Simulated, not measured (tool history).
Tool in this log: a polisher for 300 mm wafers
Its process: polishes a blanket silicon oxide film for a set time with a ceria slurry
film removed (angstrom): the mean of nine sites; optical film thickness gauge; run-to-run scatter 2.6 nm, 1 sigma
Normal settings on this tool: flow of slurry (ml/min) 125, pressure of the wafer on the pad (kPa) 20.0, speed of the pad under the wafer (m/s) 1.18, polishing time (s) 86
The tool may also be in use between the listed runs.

run     day  flow of slurry (ml/min)  pressure of the wafer on the pad (kPa)  speed of the pad under the wafer (m/s)  polishing time (s)  wafers since the last listed run  wafers polished on this pad  hours since the slurry nozzle was cleaned  hours since the head pressure was calibrated  incoming thickness of the incoming film, nm  film removed (angstrom)
  1   0.000                      125                                    20.0                                    1.18                  86                                 0                           93                                      348.7                                         422.4                                       1498.3                     4171
      0.546  -- slurry nozzle cleaned
  2   1.658                      125                                    20.0                                    1.18                  86                               258                          352                                       26.7                                         462.2                                       1491.5                     4197
  3   3.183                      125                                    20.0                                    1.18                  86                               243                          595                                       63.3                                         498.8                                       1471.1                     4192
  4   6.171                      125                                    20.0                                    1.18                  86                               477                         1072                                      135.0                                         570.5                                       1480.1                     4189
  5   7.925                      125                                    20.0                                    1.18                  86                               280                         1352                                      177.1                                         612.6                                       1469.8                     4209
  6  10.092                      125                                    24.8                                    1.18                  70                               346                         1698                                      229.1                                         664.6                                       1491.0                     4194
  7  11.508                      125                                    24.8                                    1.18                  70                               226                         1925                                      263.1                                         698.6                                       1503.0                     4157
  8  13.429                      125                                    24.8                                    1.18                  70                               306                         2232                                      309.2                                         744.7                                       1477.6                     4076
  9  15.417                      125                                    20.0                                    1.18                  86                               317                         2549                                      356.9                                         792.4                                       1482.6                     4062
     16.788  -- slurry nozzle cleaned
 10  16.838                      125                                    22.1                                    1.18                 106                               220                         2769                                        1.2                                         826.5                                       1474.2                     5490
     17.508  -- worn pad replaced by a new one
 11  18.988                      125                                    22.1                                    1.18                 106                               316                          236                                       52.8                                         878.1                                       1472.9                     5755
 12  20.621                      125                                    22.1                                    1.18                 106                               260                          497                                       92.0                                         917.3                                       1494.5                     5697
 13  21.646                      125                                    20.0                                    1.18                  86                               163                          660                                      116.6                                         941.9                                       1457.4                     4189
 14  23.733                      125                                    20.0                                    1.18                  86                               333                          994                                      166.7                                         992.0                                       1476.2                     4153
 15  25.600                      125                                    20.0                                    1.18                  86                               298                         1292                                      211.5                                        1036.8                                       1480.3                     4132
 16  27.667                      125                                    20.0                                    1.18                  86                               330                         1622                                      261.1                                        1086.4                                       1502.7                     4160
     30.371  -- head pressure recalibrated
     34.371  -- slurry nozzle cleaned
 17  34.658                      125                                    20.0                                    1.18                  86                              1096                         2719                                        6.9                                         102.9                                       1474.7                     4092
     35.667  -- worn pad replaced by a new one, of another model than before
 18  37.342                      125                                    20.0                                    1.18                  86                               401                          267                                       71.3                                         167.3                                       1493.3                     4196
 19  40.004                       95                                    14.5                                    1.30                 111                               425                          692                                      135.2                                         231.2                                       1507.2                     4453
 20  41.333                      125                                    20.0                                    1.18                  86                               212                          904                                      167.1                                         263.1                                       1502.5                     4210
 21  43.550                      170                                    26.2                                    1.44                  86                               354                         1259                                      220.3                                         316.3                                       1468.8                     5935
 22  44.896                      150                                    13.1                                    1.50                  57                               214                         1473                                      252.6                                         348.6                                       1475.6                     2593
 23  47.475                      160                                    17.2                                    0.98                  62                               411                         1885                                      314.5                                         410.5                                       1478.9                     2560
 24  49.338                      125                                    22.1                                    1.18                  86                               297                         2183                                      359.2                                         455.2                                       1468.4                     4332
 25  51.062                      150                                    20.0                                    1.18                 107                               275                         2458                                      400.6                                         496.6                                       1495.4                     5193
     51.312  -- slurry nozzle cleaned
     52.071  -- worn pad replaced by a new one
 26  53.979                      125                                    20.0                                    1.18                 115                               432                          305                                       64.0                                         566.6                                       1501.6                     5630
 27  55.029                       90                                    20.0                                    1.18                  86                               167                          472                                       89.2                                         591.8                                       1500.6                     3847
 28  62.329                      125                                    15.9                                    1.00                  86                              1165                         1638                                      264.4                                         767.0                                       1469.5                     3312
 29  64.125                      125                                    20.0                                    1.18                  86                               286                         1925                                      307.5                                         810.1                                       1486.6                     4109
 30  65.462                      125                                    20.0                                    1.18                  65                               213                         2139                                      339.6                                         842.2                                       1476.7                     3100
 31  66.596                      125                                    20.0                                    1.18                 105                               181                         2320                                      366.8                                         869.4                                       1493.2                     4994
     67.121  -- worn pad replaced by a new one
     67.275  -- slurry nozzle cleaned
 32  69.138                       85                                    20.0                                    1.18                  86                               372                          315                                       44.7                                         930.4                                       1489.2                     3800
 33  70.612                      125                                    20.0                                    1.18                  86                               235                          550                                       80.1                                         965.8                                       1494.7                     4168
 34  72.033                      125                                    20.0                                    0.90                  86                               226                          777                                      114.2                                         999.9                                       1471.9                     3664
 35  74.188                      125                                    20.0                                    1.18                  86                               344                         1121                                      165.9                                        1051.6                                       1466.5                     4158
 36  75.488                      125                                    20.0                                    1.18                  86                               207                         1329                                      197.1                                        1082.8                                       1480.8                     4169
 37  77.821                      125                                    20.0                                    0.98                  86                               372                         1702                                      253.1                                        1138.8                                       1471.0                     3760
 38  81.575                       85                                    20.0                                    1.18                  86                               599                         2301                                      343.2                                        1228.9                                       1467.1                     3738

What differs in the tool's unlogged condition from the final listed run ahead of each entry between runs to the first listed run following it?
Runs 1 to 2: slurry nozzle cleaned (day 0.546)
  removal rate lost through wear of the pad, %: 0.102 -> 0.16
  measured value less the no-hidden-state value, film removed (angstrom): -4 -> -6
Runs 9 to 10: slurry nozzle cleaned (day 16.788)
  removal rate lost through wear of the pad, %: 3.26 -> 3.85
  measured value less the no-hidden-state value, film removed (angstrom): -137 -> -220
Runs 10 to 11: worn pad replaced by a new one (day 17.508)
  removal rate lost through wear of the pad, %: 3.85 -> 0.179
  measured value less the no-hidden-state value, film removed (angstrom): -220 -> -10
Runs 16 to 17: head pressure recalibrated (day 30.371); slurry nozzle cleaned (day 34.371)
  removal rate lost through wear of the pad, %: 1.43 -> 3.79
  measured value less the no-hidden-state value, film removed (angstrom): -60 -> -161
Runs 17 to 18: worn pad replaced by a new one, of another model than before (day 35.667)
  removal rate lost through wear of the pad, %: 3.79 -> 0.0734
  measured value less the no-hidden-state value, film removed (angstrom): -161 -> -3
Runs 25 to 26: slurry nozzle cleaned (day 51.312); worn pad replaced by a new one (day 52.071)
  removal rate lost through wear of the pad, %: 2.97 -> 0.482
  measured value less the no-hidden-state value, film removed (angstrom): -158 -> -27
Runs 31 to 32: worn pad replaced by a new one (day 67.121); slurry nozzle cleaned (day 67.275)
  removal rate lost through wear of the pad, %: 3.04 -> 0.256
  measured value less the no-hidden-state value, film removed (angstrom): -157 -> -9

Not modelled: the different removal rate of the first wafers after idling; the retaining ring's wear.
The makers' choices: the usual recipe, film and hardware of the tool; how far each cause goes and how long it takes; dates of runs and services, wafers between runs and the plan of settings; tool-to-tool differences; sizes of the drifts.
